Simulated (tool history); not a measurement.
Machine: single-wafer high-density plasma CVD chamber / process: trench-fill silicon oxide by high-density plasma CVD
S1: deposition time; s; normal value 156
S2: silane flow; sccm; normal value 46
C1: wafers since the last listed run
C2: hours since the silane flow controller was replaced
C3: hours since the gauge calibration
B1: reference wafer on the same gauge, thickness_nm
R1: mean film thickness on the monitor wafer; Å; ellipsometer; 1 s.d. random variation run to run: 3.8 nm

Run 1, hour 0.0: usual settings but S1 146 s; C1 0; C2 1071.8; C3 854.5; B1 918.600. Result: R1 7498.47 Å.
Run 2, hour 64.5: usual settings but S1 146 s; C1 432; C2 1136.3; C3 919.0; B1 919.908. Result: R1 7551.43 Å.
Run 3, hour 156.4: usual settings but S1 146 s; C1 616; C2 1228.2; C3 1010.9; B1 921.457. Result: R1 7557.95 Å.
Run 4, hour 349.6: usual settings; C1 1296; C2 1421.4; C3 1204.1; B1 918.787. Result: R1 8115.24 Å.
Run 5, hour 422.2: usual settings; C1 487; C2 1494.0; C3 1276.7; B1 919.011. Result: R1 8098.43 Å.
Run 6, hour 480.5: usual settings but S1 179 s; C1 391; C2 1552.3; C3 1335.0; B1 921.115. Result: R1 9361.23 Å.
Run 7, hour 571.2: usual settings; C1 608; C2 1643.0; C3 1425.7; B1 920.359. Result: R1 8038.25 Å.
At hour 644.4: gauge calibrated.
Run 8, hour 666.8: usual settings; C1 641; C2 1738.6; C3 22.4; B1 918.965. Result: R1 8151.25 Å.
Run 9, hour 731.0: usual settings; C1 430; C2 1802.8; C3 86.6; B1 920.027. Result: R1 8060.98 Å.
Run 10, hour 771.1: usual settings but S1 132 s, S2 49 sccm; C1 269; C2 1842.9; C3 126.7; B1 918.859. Result: R1 7143.35 Å.
Run 11, hour 1078.7: usual settings but S1 132 s, S2 49 sccm; C1 2063; C2 2150.5; C3 434.3; B1 919.991. Result: R1 7255.72 Å.
Run 12, hour 1119.2: usual settings; C1 271; C2 2191.0; C3 474.8; B1 920.598. Result: R1 8093.32 Å.
Run 13, hour 1206.1: usual settings; C1 583; C2 2277.9; C3 561.7; B1 919.528. Result: R1 8170.74 Å.
Run 14, hour 1309.2: usual settings; C1 691; C2 2381.0; C3 664.8; B1 918.739. Result: R1 8133.20 Å.
Run 15, hour 1395.7: usual settings; C1 580; C2 2467.5; C3 751.3; B1 920.707. Result: R1 8152.26 Å.
Run 16, hour 1498.2: usual settings; C1 687; C2 2570.0; C3 853.8; B1 919.854. Result: R1 8159.58 Å.
Run 17, hour 1573.2: usual settings; C1 503; C2 2645.0; C3 928.8; B1 920.736. Result: R1 8110.04 Å.
Run 18, hour 1632.5: usual settings; C1 397; C2 2704.3; C3 988.1; B1 920.244. Result: R1 8062.58 Å.
Run 19, hour 1719.1: usual settings; C1 581; C2 2790.9; C3 1074.7; B1 919.821. Result: R1 8094.62 Å.
Run 20, hour 1813.6: usual settings but S1 133 s, S2 50 sccm; C1 634; C2 2885.4; C3 1169.2; B1 920.216. Result: R1 7325.73 Å.
At hour 1910.7: silane flow controller replaced.
Run 21, hour 1923.7: usual settings but S1 170 s, S2 55 sccm; C1 685; C2 13.0; C3 1279.3; B1 917.933. Result: R1 9313.36 Å.
Run 22, hour 1976.6: usual settings; C1 354; C2 65.9; C3 1332.2; B1 921.229. Result: R1 7564.45 Å.
Run 23, hour 2024.3: usual settings but S1 176 s; C1 320; C2 113.6; C3 1379.9; B1 920.059. Result: R1 8572.02 Å.
Run 24, hour 2078.6: usual settings but S1 147 s, S2 49 sccm; C1 364; C2 167.9; C3 1434.2; B1 920.009. Result: R1 7494.41 Å.
Run 25, hour 2133.0: usual settings but S1 142 s, S2 50 sccm; C1 364; C2 222.3; C3 1488.6; B1 920.012. Result: R1 7365.94 Å.
Run 26, hour 2201.9: usual settings; C1 462; C2 291.2; C3 1557.5; B1 918.699. Result: R1 7619.39 Å.
Run 27, hour 2262.6: usual settings but S1 173 s, S2 55 sccm; C1 407; C2 351.9; C3 1618.2; B1 920.697. Result: R1 9557.51 Å.
At hour 2339.1: gauge calibrated.
Run 28, hour 2368.5: usual settings but S1 128 s, S2 49 sccm; C1 710; C2 457.8; C3 29.4; B1 918.855. Result: R1 6597.90 Å.
At hour 2432.1: silane flow controller replaced, repeated, since the last time left the tool worse.
Run 29, hour 2449.6: usual settings but S1 137 s, S2 51 sccm; C1 490; C2 17.5; C3 110.5; B1 921.423. Result: R1 7521.35 Å.
Run 30, hour 2515.9: usual settings but S1 136 s, S2 51 sccm; C1 444; C2 83.8; C3 176.8; B1 920.834. Result: R1 7462.01 Å.
Run 31, hour 2614.4: usual settings but S1 134 s, S2 40 sccm; C1 660; C2 182.3; C3 275.3; B1 920.582. Result: R1 6226.24 Å.
Run 32, hour 2675.6: usual settings; C1 410; C2 243.5; C3 336.5; B1 920.567. Result: R1 8024.89 Å.
Run 33, hour 2722.5: usual settings but S1 128 s, S2 49 sccm; C1 314; C2 290.4; C3 383.4; B1 918.557. Result: R1 6826.37 Å.
Run 34, hour 2770.2: usual settings but S1 131 s, S2 50 sccm; C1 320; C2 338.1; C3 431.1; B1 920.657. Result: R1 7132.89 Å.

Run 35 has not been measured yet. What should we expect?
Run 35, hour 2864.5: usual settings; C1 632; C2 432.4; C3 525.4; B1 ?. Result: R1 ?.

For run 35 the tool returned B1 919.230, R1 8051.65 Å.
On a tool with no hidden condition, and with the same random variation, this run would have come out at R1 7982.91 Å.
